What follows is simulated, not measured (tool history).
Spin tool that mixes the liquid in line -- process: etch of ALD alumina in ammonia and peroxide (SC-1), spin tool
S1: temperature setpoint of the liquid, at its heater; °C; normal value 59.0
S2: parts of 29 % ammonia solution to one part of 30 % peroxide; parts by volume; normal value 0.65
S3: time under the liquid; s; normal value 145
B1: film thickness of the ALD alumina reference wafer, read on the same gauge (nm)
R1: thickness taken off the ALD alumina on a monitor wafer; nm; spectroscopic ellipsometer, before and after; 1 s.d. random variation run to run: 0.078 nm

{"run": 1, "hour": 0.0, "S1": 59.0, "S2": 0.65, "S3": 145, "B1": 50.0, "R1": 12.62}
{"run": 2, "hour": 51.7, "S1": 59.0, "S2": 0.65, "S3": 145, "B1": 50.0, "R1": 12.5}
{"run": 3, "hour": 90.3, "S1": 59.0, "S2": 0.65, "S3": 90, "B1": 50.01, "R1": 7.91}
{"run": 4, "hour": 131.9, "S1": 59.0, "S2": 0.8, "S3": 145, "B1": 50.01, "R1": 12.97}
{"run": 5, "hour": 237.6, "S1": 53.5, "S2": 0.65, "S3": 145, "B1": 50.0, "R1": 9.38}
{"hour": 246.3, "done": "new drum of ammonia solution connected"}
{"hour": 294.3, "done": "heated supply line repaired"}
{"run": 6, "hour": 328.8, "S1": 53.0, "S2": 0.65, "S3": 145, "B1": 50.0, "R1": 9.41}
{"hour": 531.8, "done": "ammonia flow meter replaced"}
{"run": 7, "hour": 596.2, "S1": 59.0, "S2": 0.65, "S3": 145, "B1": 50.01, "R1": 12.93}
{"hour": 624.4, "done": "gauge calibrated"}
{"run": 8, "hour": 664.4, "S1": 59.0, "S2": 0.35, "S3": 145, "B1": 50.0, "R1": 12.18}
{"run": 9, "hour": 740.2, "S1": 66.0, "S2": 0.55, "S3": 70, "B1": 49.99, "R1": 8.78}
{"run": 10, "hour": 795.0, "S1": 59.0, "S2": 0.65, "S3": 85, "B1": 49.99, "R1": 7.57}
{"run": 11, "hour": 897.0, "S1": 50.5, "S2": 0.65, "S3": 145, "B1": 49.98, "R1": 8.26}
{"run": 12, "hour": 963.5, "S1": 68.0, "S2": 0.8, "S3": 90, "B1": 50.02, "R1": 12.94}
{"hour": 987.9, "done": "new drum of ammonia solution connected"}
{"run": 13, "hour": 1070.8, "S1": 67.0, "S2": 0.45, "S3": 145, "B1": 49.99, "R1": 18.69}
{"run": 14, "hour": 1129.2, "S1": 64.0, "S2": 0.65, "S3": 145, "B1": 49.99, "R1": 16.55}
{"run": 15, "hour": 1213.2, "S1": 63.5, "S2": 0.65, "S3": 145, "B1": 50.0, "R1": 16.09}
{"hour": 1222.5, "done": "thermometer replaced"}
{"hour": 1267.3, "done": "ammonia flow meter replaced"}
{"run": 16, "hour": 1300.2, "S1": 68.5, "S2": 0.55, "S3": 175, "B1": 49.99, "R1": 24.71}
{"run": 17, "hour": 1394.0, "S1": 55.0, "S2": 0.45, "S3": 200, "B1": 49.99, "R1": 13.69}
{"run": 18, "hour": 1438.0, "S1": 59.0, "S2": 0.65, "S3": 145, "B1": 50.0, "R1": 12.81}
{"run": 19, "hour": 1514.3, "S1": 59.0, "S2": 0.45, "S3": 145, "B1": 49.98, "R1": 12.52}
{"run": 20, "hour": 1558.0, "S1": 59.0, "S2": 0.65, "S3": 145, "B1": 49.99, "R1": 12.87}
{"run": 21, "hour": 1608.7, "S1": 59.0, "S2": 0.9, "S3": 145, "B1": 50.02, "R1": 13.27}
{"run": 22, "hour": 1708.8, "S1": 51.5, "S2": 0.4, "S3": 65, "B1": 50.02, "R1": 3.68}
{"hour": 1716.3, "done": "new drum of ammonia solution connected"}
{"run": 23, "hour": 1750.0, "S1": 59.0, "S2": 0.65, "S3": 75, "B1": 50.03, "R1": 6.61}
{"run": 24, "hour": 1801.6, "S1": 59.0, "S2": 0.65, "S3": 145, "B1": 50.0, "R1": 12.86}
{"run": 25, "hour": 2110.5, "S1": 53.5, "S2": 0.5, "S3": 145, "B1": 49.97, "R1": 9.38}
{"hour": 2152.5, "done": "ammonia flow meter replaced"}
{"run": 26, "hour": 2396.0, "S1": 56.5, "S2": 0.4, "S3": 100, "B1": 49.98, "R1": 7.25}

Forecast each of these 3 alternatives for the next run:
{"run": "A", "hour": 2396.5, "S1": 52.5, "S2": 0.65, "S3": 145, "B1": "?", "R1": "?"}
{"run": "B", "hour": 2396.5, "S1": 59.0, "S2": 0.85, "S3": 95, "B1": "?", "R1": "?"}
{"run": "C", "hour": 2396.5, "S1": 59.0, "S2": 0.65, "S3": 195, "B1": "?", "R1": "?"}

run=A B1=49.99 R1=9.04
run=B B1=49.99 R1=8.57
run=C B1=49.99 R1=17.16
Without the tool's hidden state the same runs would have given:
run=A R1=9.29
run=B R1=8.80
run=C R1=17.61

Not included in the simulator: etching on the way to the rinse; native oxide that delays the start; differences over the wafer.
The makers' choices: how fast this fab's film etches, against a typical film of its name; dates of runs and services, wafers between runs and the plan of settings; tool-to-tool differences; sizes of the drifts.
